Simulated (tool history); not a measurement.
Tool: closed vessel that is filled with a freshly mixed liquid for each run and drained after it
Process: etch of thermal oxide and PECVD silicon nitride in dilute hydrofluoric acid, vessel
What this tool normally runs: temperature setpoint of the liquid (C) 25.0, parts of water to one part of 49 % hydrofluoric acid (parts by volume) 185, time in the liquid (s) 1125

run	day	temperature setpoint of the liquid (C)	parts of water to one part of 49 % hydrofluoric acid (parts by volume)	time in the liquid (s)	read-back film thickness of the thermal oxide reference wafer, read on the same gauge (nm)	read-back film thickness of the PECVD silicon nitride reference wafer, read on the same gauge (nm)	thickness taken off the thermal oxide on a monitor wafer (Å)	thickness taken off the PECVD silicon nitride on a monitor wafer (Å)
1	0.000	25.0	185	1125	110.02	150.00	265.5	106.2
2	2.742	25.0	185	1125	110.02	150.03	266.7	104.7
3	5.562	25.0	185	1125	109.94	150.00	265.0	104.8
4	9.100	25.0	185	1125	109.98	150.00	265.0	105.2
5	11.383	22.5	140	885	110.02	149.98	263.2	92.6
# day 13.542: thermometer replaced
6	15.446	25.0	185	1125	110.01	150.00	252.0	98.5
# day 18.821: gauge calibrated
7	19.162	25.0	185	1540	109.98	149.96	347.8	135.9
8	23.554	25.0	250	1125	110.00	149.96	174.0	72.9
9	27.204	21.5	145	460	109.98	150.00	120.8	40.8
# day 30.433: hydrofluoric acid flow meter replaced
10	31.388	25.0	185	1125	109.99	150.02	264.1	101.8
11	35.525	25.0	185	1125	109.98	149.98	261.2	101.5
12	45.800	23.5	270	1645	109.98	150.01	223.6	91.8
13	49.317	25.0	185	1125	109.99	149.98	257.7	100.6
14	53.292	21.5	130	1375	110.04	149.96	416.5	139.1
15	57.112	25.0	185	1125	109.95	149.99	259.4	101.4
16	60.912	25.0	185	1125	110.03	149.99	253.9	100.9
17	63.912	25.0	155	1125	109.98	150.01	315.4	121.2
18	66.004	29.0	255	1125	110.02	149.98	195.0	92.9
# day 66.754: hydrofluoric acid flow meter replaced
19	68.471	25.0	160	1125	109.96	150.03	316.0	121.3
20	71.729	25.0	235	1125	109.99	150.00	196.4	82.7
21	75.125	25.0	185	1125	110.03	150.01	265.3	103.5
22	77.717	26.5	245	1790	110.03	150.00	312.4	135.8
23	81.012	25.0	185	1125	109.95	149.99	262.2	103.6
24	83.296	25.0	185	1640	110.00	149.98	386.1	150.7
25	85.242	25.0	185	1125	110.00	149.99	263.7	103.7
26	87.017	26.5	185	1125	109.98	150.01	276.0	115.2

Below are 3 alternative next runs, each starting from the tool's condition after run 26. Predict each:
A	87.058	25.0	225	1125	?	?	?	?
B	87.058	28.5	185	1125	?	?	?	?
C	87.058	25.0	185	1560	?	?	?	?

run	read-back film thickness of the thermal oxide reference wafer, read on the same gauge (nm)	read-back film thickness of the PECVD silicon nitride reference wafer, read on the same gauge (nm)	thickness taken off the thermal oxide on a monitor wafer (Å)	thickness taken off the PECVD silicon nitride on a monitor wafer (Å)
A	110.02	150.01	207.5	85.0
B	110.02	150.01	299.3	128.1
C	110.02	150.01	366.1	143.2
Had the tool no hidden state, the same runs would have come out as:
run	thickness taken off the thermal oxide on a monitor wafer (Å)	thickness taken off the PECVD silicon nitride on a monitor wafer (Å)
A	207.4	82.7
B	299.1	124.9
C	365.4	139.4
